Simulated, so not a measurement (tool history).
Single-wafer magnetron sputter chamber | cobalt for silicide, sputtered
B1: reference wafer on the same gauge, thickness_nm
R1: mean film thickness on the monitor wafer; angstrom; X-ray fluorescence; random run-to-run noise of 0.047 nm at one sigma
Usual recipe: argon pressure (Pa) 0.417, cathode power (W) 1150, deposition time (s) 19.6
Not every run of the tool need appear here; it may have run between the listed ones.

{"run": 1, "hour": 0.0, "argon pressure (Pa)": 0.417, "cathode power (W)": 1150, "deposition time (s)": 19.6, "B1": 12.401, "R1": 115.45}
{"run": 2, "hour": 25.6, "argon pressure (Pa)": 0.417, "cathode power (W)": 1150, "deposition time (s)": 19.6, "B1": 12.379, "R1": 114.82}
{"run": 3, "hour": 42.9, "argon pressure (Pa)": 0.417, "cathode power (W)": 1150, "deposition time (s)": 18.5, "B1": 12.397, "R1": 110.06}
{"run": 4, "hour": 59.5, "argon pressure (Pa)": 0.417, "cathode power (W)": 1150, "deposition time (s)": 19.6, "B1": 12.389, "R1": 115.94}
{"run": 5, "hour": 147.5, "argon pressure (Pa)": 0.417, "cathode power (W)": 1150, "deposition time (s)": 19.6, "B1": 12.391, "R1": 115.22}
{"run": 6, "hour": 161.2, "argon pressure (Pa)": 0.503, "cathode power (W)": 1150, "deposition time (s)": 19.6, "B1": 12.406, "R1": 112.4}
{"run": 7, "hour": 196.7, "argon pressure (Pa)": 0.417, "cathode power (W)": 1150, "deposition time (s)": 19.6, "B1": 12.392, "R1": 114.97}
{"run": 8, "hour": 212.2, "argon pressure (Pa)": 0.417, "cathode power (W)": 1150, "deposition time (s)": 19.6, "B1": 12.395, "R1": 116.13}
{"run": 9, "hour": 281.2, "argon pressure (Pa)": 0.322, "cathode power (W)": 1150, "deposition time (s)": 19.6, "B1": 12.4, "R1": 119.25}
{"run": 10, "hour": 297.0, "argon pressure (Pa)": 0.322, "cathode power (W)": 1150, "deposition time (s)": 19.6, "B1": 12.409, "R1": 119.97}
{"run": 11, "hour": 315.4, "argon pressure (Pa)": 0.51, "cathode power (W)": 1150, "deposition time (s)": 18, "B1": 12.405, "R1": 103.18}
{"run": 12, "hour": 337.8, "argon pressure (Pa)": 0.417, "cathode power (W)": 1150, "deposition time (s)": 19.6, "B1": 12.41, "R1": 116.27}
{"run": 13, "hour": 394.4, "argon pressure (Pa)": 0.321, "cathode power (W)": 1000, "deposition time (s)": 19.6, "B1": 12.39, "R1": 104.19}
{"run": 14, "hour": 423.2, "argon pressure (Pa)": 0.417, "cathode power (W)": 1000, "deposition time (s)": 19.6, "B1": 12.413, "R1": 100.26}
{"run": 15, "hour": 456.8, "argon pressure (Pa)": 0.513, "cathode power (W)": 1150, "deposition time (s)": 19.6, "B1": 12.421, "R1": 112.47}
{"run": 16, "hour": 473.8, "argon pressure (Pa)": 0.292, "cathode power (W)": 1450, "deposition time (s)": 23.4, "B1": 12.386, "R1": 181.1}
{"run": 17, "hour": 487.4, "argon pressure (Pa)": 0.417, "cathode power (W)": 1150, "deposition time (s)": 19.6, "B1": 12.398, "R1": 115.63}
{"run": 18, "hour": 501.5, "argon pressure (Pa)": 0.417, "cathode power (W)": 1150, "deposition time (s)": 19.6, "B1": 12.388, "R1": 115.32}
{"run": 19, "hour": 537.2, "argon pressure (Pa)": 0.417, "cathode power (W)": 1150, "deposition time (s)": 19.6, "B1": 12.383, "R1": 114.98}
{"run": 20, "hour": 563.0, "argon pressure (Pa)": 0.464, "cathode power (W)": 1150, "deposition time (s)": 16.1, "B1": 12.394, "R1": 93.84}

Between the runs listed above, the log contained 5 entries, not reproduced here. Where in the sequence does each belong, and how does what the log doesn't record of the tool's condition differ from the listed run before to the listed run after?
After run 3, before run 4: sputter target and shields replaced (hour 58.9)
  the hidden state is the same at both runs
After run 6, before run 7: gauge calibrated (hour 169.7); capacitance manometer re-zeroed and calibrated (hour 196.2)
  the hidden state is the same at both runs
After run 12, before run 13: sputter target and shields replaced (hour 367.1); magnet pack replaced (hour 373)
  the hidden state is the same at both runs
